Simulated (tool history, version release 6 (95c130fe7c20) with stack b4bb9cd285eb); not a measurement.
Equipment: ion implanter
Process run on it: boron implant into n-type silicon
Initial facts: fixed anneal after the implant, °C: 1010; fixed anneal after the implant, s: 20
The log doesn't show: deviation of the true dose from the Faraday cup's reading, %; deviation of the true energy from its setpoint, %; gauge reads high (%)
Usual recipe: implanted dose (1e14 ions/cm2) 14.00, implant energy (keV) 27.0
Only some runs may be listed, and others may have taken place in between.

run	day	implanted dose (1e14 ions/cm2)	implant energy (keV)	wafers since the last listed run	hours since the last dose calibration	hours since the extraction supply was calibrated	hours since the gauge calibration	read-back reference wafer on the same gauge, sheet resistance	sheet resistance of the implanted and annealed layer (ohm/square)
1	0.000	14.00	27.0	0	1136.1	1902.0	5.4	87.33	97.64
2	0.475	14.00	27.0	331	1147.5	1913.4	16.8	87.24	97.22
3	0.979	14.00	27.0	352	1159.6	1925.5	28.9	87.28	97.07
4	1.625	14.00	27.0	451	1175.1	1941.0	44.4	87.15	97.74
5	2.317	14.00	27.0	483	1191.7	1957.6	61.0	87.26	97.25
6	3.025	14.00	21.0	494	1208.7	1974.6	78.0	87.31	100.48
7	3.325	14.00	21.0	209	1215.9	1981.8	85.2	87.27	100.77
8	3.775	14.00	21.5	314	1226.7	1992.6	96.0	87.29	99.50
9	4.375	14.00	21.5	419	1241.1	2007.0	110.4	87.29	100.16
10	5.004	14.00	27.0	439	1256.2	2022.1	125.5	87.23	97.62
11	5.317	10.67	30.0	218	1263.7	2029.6	133.0	87.15	119.54
# day 5.758: gauge calibrated
# day 5.962: extraction supply calibrated
12	5.983	14.00	27.0	232	1279.7	0.5	5.4	87.35	97.15
# day 6.525: Faraday cup replaced and dose calibrated
13	6.546	16.11	36.5	160	0.5	14.0	18.9	87.22	85.05
14	6.558	14.00	27.0	8	0.8	14.3	19.2	87.24	97.54
15	8.062	14.00	27.0	1050	36.9	50.4	55.3	87.20	97.51
16	8.658	15.89	27.0	416	51.2	64.7	69.6	87.28	88.98
17	9.038	16.58	32.5	264	60.3	73.8	78.7	87.22	84.29
18	9.771	17.64	19.0	512	77.9	91.4	96.3	87.07	88.55
19	10.458	17.29	27.0	480	94.4	107.9	112.8	87.04	83.62
20	11.004	14.00	27.0	381	107.5	121.0	125.9	87.22	97.70
# day 11.183: gauge calibrated
21	11.554	14.00	23.0	384	120.7	134.2	8.9	87.10	99.14

For each run, what was the tool's unlogged condition?
deviation of the true dose from the Faraday cup's reading, %: 0 across all the runs
deviation of the true energy from its setpoint, %: 0 across all the runs
gauge reads high (%): 0 across all the runs

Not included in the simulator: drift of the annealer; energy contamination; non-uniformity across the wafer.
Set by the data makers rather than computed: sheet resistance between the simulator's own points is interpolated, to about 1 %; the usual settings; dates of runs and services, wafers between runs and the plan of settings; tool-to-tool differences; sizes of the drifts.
